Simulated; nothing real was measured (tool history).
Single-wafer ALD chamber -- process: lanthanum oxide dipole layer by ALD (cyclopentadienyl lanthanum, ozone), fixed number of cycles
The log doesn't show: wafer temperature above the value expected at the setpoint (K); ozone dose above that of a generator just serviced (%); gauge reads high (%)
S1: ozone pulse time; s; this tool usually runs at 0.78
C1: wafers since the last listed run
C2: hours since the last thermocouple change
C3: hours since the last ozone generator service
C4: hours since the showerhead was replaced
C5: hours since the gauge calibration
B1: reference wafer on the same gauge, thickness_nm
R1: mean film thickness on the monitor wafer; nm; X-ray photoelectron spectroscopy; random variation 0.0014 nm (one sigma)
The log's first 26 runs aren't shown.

run	hour	S1	C1	C2	C3	C4	C5	B1	R1
27	1378.3	0.67	1006	620.9	542.2	519.2	922.7	0.421	0.404
28	1448.2	1.06	1687	690.8	612.1	589.1	992.6	0.421	0.527
# hour 1458.7: gauge calibrated
29	1499.7	1.07	1243	742.3	663.6	640.6	41.0	0.421	0.532
30	1530.2	0.88	736	772.8	694.1	671.1	71.5	0.421	0.489
31	1599.5	0.98	1672	842.1	763.4	740.4	140.8	0.421	0.512
32	1661.2	0.55	1489	903.8	825.1	802.1	202.5	0.421	0.323
33	1718.5	1.04	1383	961.1	882.4	859.4	259.8	0.421	0.526
34	1769.7	0.69	1236	1012.3	933.6	910.6	311.0	0.421	0.411
35	1799.9	0.86	729	1042.5	963.8	940.8	341.2	0.420	0.480

What if the next run were any one of these 3? Each begins from the tool's condition after run 35:
A	1800.3	0.78	9	1042.9	964.2	941.2	341.6	?	?
B	1800.3	0.93	9	1042.9	964.2	941.2	341.6	?	?
C	1800.3	0.51	9	1042.9	964.2	941.2	341.6	?	?

run	B1	R1
A	0.420	0.455
B	0.420	0.503
C	0.420	0.288
Take away the tool's hidden state, keep each run's random variation, and the runs would have read:
run	R1
A	0.461
B	0.508
C	0.295
